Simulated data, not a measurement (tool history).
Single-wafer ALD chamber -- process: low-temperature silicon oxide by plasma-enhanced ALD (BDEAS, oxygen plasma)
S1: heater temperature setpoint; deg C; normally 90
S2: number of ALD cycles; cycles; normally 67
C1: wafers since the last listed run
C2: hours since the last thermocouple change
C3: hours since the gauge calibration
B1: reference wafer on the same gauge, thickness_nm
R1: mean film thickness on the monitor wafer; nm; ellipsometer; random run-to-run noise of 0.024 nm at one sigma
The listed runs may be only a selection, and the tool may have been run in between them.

| run | hour | S1 | S2 | C1 | C2 | C3 | B1 | R1 |
|---|---|---|---|---|---|---|---|---|
| 1 | 0.0 | 90 | 67 | 0 | 1237.5 | 221.7 | 8.596 | 9.551 |
| 2 | 9.7 | 90 | 67 | 26 | 1247.2 | 231.4 | 8.598 | 9.573 |
| 3 | 21.1 | 90 | 67 | 30 | 1258.6 | 242.8 | 8.593 | 9.558 |
| 4 | 31.8 | 79 | 67 | 28 | 1269.3 | 253.5 | 8.584 | 9.942 |
| 5 | 44.2 | 90 | 67 | 33 | 1281.7 | 265.9 | 8.587 | 9.584 |
| 6 | 53.6 | 90 | 67 | 25 | 1291.1 | 275.3 | 8.581 | 9.514 |
| 7 | 70.7 | 90 | 67 | 46 | 1308.2 | 292.4 | 8.571 | 9.518 |
| 8 | 84.1 | 90 | 67 | 36 | 1321.6 | 305.8 | 8.567 | 9.558 |
| 9 | 92.4 | 83 | 67 | 22 | 1329.9 | 314.1 | 8.562 | 9.835 |
| 10 | 106.4 | 83 | 67 | 37 | 1343.9 | 328.1 | 8.555 | 9.796 |
| 11 | 113.0 | 83 | 67 | 17 | 1350.5 | 334.7 | 8.548 | 9.774 |
| 12 | 127.5 | 90 | 67 | 39 | 1365.0 | 349.2 | 8.541 | 9.499 |
| 13 | 144.8 | 90 | 63 | 46 | 1382.3 | 366.5 | 8.535 | 8.969 |
| 14 | 152.6 | 90 | 63 | 20 | 1390.1 | 374.3 | 8.539 | 8.924 |
| 15 | 159.1 | 90 | 67 | 17 | 1396.6 | 380.8 | 8.531 | 9.453 |
|  | 175.1 | thermocouple changed; heater temperature recalibrated |
| 16 | 175.6 | 90 | 67 | 22 | 0.5 | 397.3 | 8.516 | 9.422 |
| 17 | 182.8 | 81 | 67 | 19 | 7.7 | 404.5 | 8.510 | 9.810 |
| 18 | 193.8 | 90 | 67 | 29 | 18.7 | 415.5 | 8.502 | 9.450 |
| 19 | 201.7 | 90 | 67 | 21 | 26.6 | 423.4 | 8.499 | 9.454 |
| 20 | 209.0 | 90 | 67 | 19 | 33.9 | 430.7 | 8.495 | 9.456 |
| 21 | 225.8 | 84 | 72 | 45 | 50.7 | 447.5 | 8.490 | 10.370 |
| 22 | 242.2 | 81 | 78 | 44 | 67.1 | 463.9 | 8.470 | 11.375 |
| 23 | 252.9 | 90 | 55 | 28 | 77.8 | 474.6 | 8.467 | 7.729 |
|  | 262.1 | gauge calibrated |
| 24 | 267.0 | 85 | 56 | 37 | 91.9 | 4.9 | 8.655 | 8.214 |
| 25 | 277.8 | 90 | 75 | 29 | 102.7 | 15.7 | 8.657 | 10.816 |
| 26 | 295.3 | 98 | 60 | 47 | 120.2 | 33.2 | 8.661 | 8.339 |
| 27 | 313.1 | 90 | 79 | 47 | 138.0 | 51.0 | 8.662 | 11.329 |
| 28 | 329.0 | 101 | 57 | 42 | 153.9 | 66.9 | 8.659 | 7.894 |
| 29 | 343.6 | 80 | 73 | 39 | 168.5 | 81.5 | 8.658 | 10.903 |
| 30 | 350.9 | 90 | 67 | 19 | 175.8 | 88.8 | 8.653 | 9.636 |
| 31 | 359.3 | 90 | 67 | 22 | 184.2 | 97.2 | 8.644 | 9.643 |
| 32 | 374.4 | 90 | 67 | 40 | 199.3 | 112.3 | 8.654 | 9.664 |
| 33 | 392.2 | 79 | 59 | 47 | 217.1 | 130.1 | 8.647 | 8.860 |
| 34 | 402.1 | 90 | 56 | 26 | 227.0 | 140.0 | 8.651 | 8.036 |

Selected run-to-run steps in R1, each split into two signed amounts: the part the tool would show with no hidden state at all (from settings, incoming material and random variation), and the remainder, which goes to the hidden state together with any gauge scatter not common to the measured and the hidden-state-free results:
Hidden state at play: wafer temperature above the value expected at the setpoint (K); gauge reads high (%).
Run 21 -> 22: S1 84 -> 81, S2 72 -> 78. R1 +1.005 nm: hidden state -0.034, all else +1.039.
Run 22 -> 23: S1 81 -> 90, S2 78 -> 55. R1 -3.646 nm: hidden state +0.064, all else -3.710.
Run 23 -> 24: S1 90 -> 85, S2 55 -> 56, gauge calibrated. R1 +0.485 nm: hidden state +0.177, all else +0.308.
Run 27 -> 28: S1 90 -> 101, S2 79 -> 57. R1 -3.435 nm: hidden state -0.009, all else -3.426.
Run 28 -> 29: S1 101 -> 80, S2 57 -> 73. R1 +3.009 nm: hidden state +0.003, all else +3.006.
